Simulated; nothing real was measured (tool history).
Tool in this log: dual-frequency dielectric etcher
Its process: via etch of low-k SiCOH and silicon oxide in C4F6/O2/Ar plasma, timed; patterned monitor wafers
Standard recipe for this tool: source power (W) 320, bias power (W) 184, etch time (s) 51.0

run,hour,source power (W),bias power (W),etch time (s),wafers since the last listed run,hours since the last wet clean,hours since the last source power generator calibration,hours since the last bias power generator calibration,hours since the last upper electrode change,hours since the gauge calibration,"read-back reference wafer on the same gauge, depth_nm",mean etch depth across the wafer (angstrom)
1,0.0,320,184,51.0,0,169.9,3320.2,1696.1,4493.6,962.5,106.9,1204
2,80.0,320,184,51.0,828,249.9,3400.2,1776.1,4573.6,1042.5,107.0,1183
3,155.0,320,184,51.0,777,324.9,3475.2,1851.1,4648.6,1117.5,107.0,1197
4,201.8,320,184,51.0,484,371.7,3522.0,1897.9,4695.4,1164.3,107.2,1185
5,263.8,320,184,51.0,642,433.7,3584.0,1959.9,4757.4,1226.3,106.9,1177
6,343.7,320,184,51.0,827,513.6,3663.9,2039.8,4837.3,1306.2,107.1,1174
# hour 404.1: wet clean of the chamber
7,409.4,320,184,51.0,432,5.3,3729.6,2105.5,4903.0,1371.9,107.2,1236
8,470.0,320,184,56.0,627,65.9,3790.2,2166.1,4963.6,1432.5,107.1,1363
# hour 543.3: gauge calibrated
9,567.4,320,184,51.0,1009,163.3,3887.6,2263.5,5061.0,24.1,107.1,1223
# hour 575.0: source power generator calibrated
# hour 652.0: upper electrode replaced
10,652.5,300,172,61.5,591,248.4,77.5,2348.6,0.5,109.2,107.0,1367
11,733.7,360,229,66.5,841,329.6,158.7,2429.8,81.7,190.4,107.1,1829
12,840.9,320,184,51.0,1110,436.8,265.9,2537.0,188.9,297.6,106.9,1192
13,918.1,320,184,51.0,799,514.0,343.1,2614.2,266.1,374.8,107.2,1178
14,1003.6,320,166,58.0,885,599.5,428.6,2699.7,351.6,460.3,107.1,1282
# hour 1040.7: wet clean of the chamber
# hour 1041.7: bias power generator calibrated
15,1082.7,270,229,46.5,559,42.0,507.7,41.0,430.7,539.4,107.2,1087
16,1172.9,380,163,58.5,934,132.2,597.9,131.2,520.9,629.6,107.2,1490
17,1276.4,360,184,51.0,1072,235.7,701.4,234.7,624.4,733.1,107.0,1306
18,1358.7,350,217,40.5,852,318.0,783.7,317.0,706.7,815.4,107.0,1067
19,1449.3,320,184,37.5,938,408.6,874.3,407.6,797.3,906.0,107.2,883

Measured less the same run without the tool's hidden state. The same run-to-run variation is in both; the gauge's scatter may not be:
The tool's hidden condition here consists of: etch rate over this chamber's usual, %; source power that arrives over what is set, %; bias power that arrives over what is set, %; gauge reads high (%).
run,mean etch depth across the wafer (angstrom)
1,-28
2,-37
3,-46
4,-51
5,-58
6,-67
7,+3
8,-4
9,-15
10,-27
11,-50
12,-45
13,-54
14,-69
15,-2
16,-15
17,-25
18,-29
19,-32
